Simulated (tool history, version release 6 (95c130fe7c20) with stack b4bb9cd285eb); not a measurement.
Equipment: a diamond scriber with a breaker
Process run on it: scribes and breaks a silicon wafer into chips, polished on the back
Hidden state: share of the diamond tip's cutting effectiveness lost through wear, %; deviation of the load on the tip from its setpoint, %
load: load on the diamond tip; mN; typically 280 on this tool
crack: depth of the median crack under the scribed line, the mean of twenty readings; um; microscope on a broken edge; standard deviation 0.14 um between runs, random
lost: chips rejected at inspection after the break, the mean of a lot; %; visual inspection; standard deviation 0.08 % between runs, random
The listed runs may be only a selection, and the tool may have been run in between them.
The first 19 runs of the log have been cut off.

run,day,load,wafers since the last listed run,hours since the diamond tip was replaced,hours since the load on the tip was calibrated,"incoming depth of the damage left on the back of the incoming wafer, um",crack,lost
20,40.112,280,54,585.2,684.0,0.04,9.60,2.57
21,47.825,307,339,770.3,869.1,0.02,9.87,1.64
22,50.762,323,129,840.8,939.6,0.02,10.14,1.33
23,51.833,280,47,866.5,965.3,0.02,9.42,3.35
24,53.042,199,53,895.5,994.3,0.04,7.75,16.81
25,55.583,229,111,956.5,1055.3,0.04,8.42,11.40
26,56.738,197,50,984.2,1083.0,0.01,7.93,20.56
27,59.129,333,105,1041.6,1140.4,0.02,9.93,1.33
28,60.467,308,58,1073.7,1172.5,0.03,9.45,2.57
# day 61.367: diamond tip replaced by a new one
29,62.829,320,100,35.1,1229.2,0.04,10.65,2.25
30,65.300,280,108,94.4,1288.5,0.02,10.16,1.28
31,68.071,355,121,160.9,1355.0,0.04,11.45,4.43
32,70.796,205,119,226.3,1420.4,0.03,8.67,10.18
33,71.908,230,48,253.0,1447.1,0.03,9.09,5.67
34,73.396,280,65,288.7,1482.8,0.01,10.01,1.51
35,74.962,331,68,326.3,1520.4,0.05,10.86,1.89
# day 75.775: load on the tip recalibrated
36,76.338,211,56,359.3,13.5,0.02,8.59,10.15
37,79.117,223,122,426.0,80.2,0.04,8.66,8.92
38,80.562,222,63,460.7,114.9,0.04,8.58,8.58
39,83.446,301,126,529.9,184.1,0.02,10.16,1.38
40,84.488,209,45,554.9,209.1,0.02,8.40,12.91

Alternative continuations, all from the tool just after run 40; predict every row:
A,84.512,280,1,555.5,209.7,0.01,?,?
B,84.512,340,1,555.5,209.7,0.01,?,?
C,84.512,212,1,555.5,209.7,0.01,?,?
D,84.512,237,1,555.5,209.7,0.01,?,?
E,84.512,337,1,555.5,209.7,0.01,?,?

run,crack,lost
A,9.74,2.57
B,10.77,1.80
C,8.49,13.26
D,8.96,7.89
E,10.72,1.69
Stripped of hidden state, with their random variation kept, the same runs would have yielded:
run,crack,lost
A,10.37,1.33
B,11.47,4.54
C,9.04,7.13
D,9.54,3.51
E,11.42,4.25

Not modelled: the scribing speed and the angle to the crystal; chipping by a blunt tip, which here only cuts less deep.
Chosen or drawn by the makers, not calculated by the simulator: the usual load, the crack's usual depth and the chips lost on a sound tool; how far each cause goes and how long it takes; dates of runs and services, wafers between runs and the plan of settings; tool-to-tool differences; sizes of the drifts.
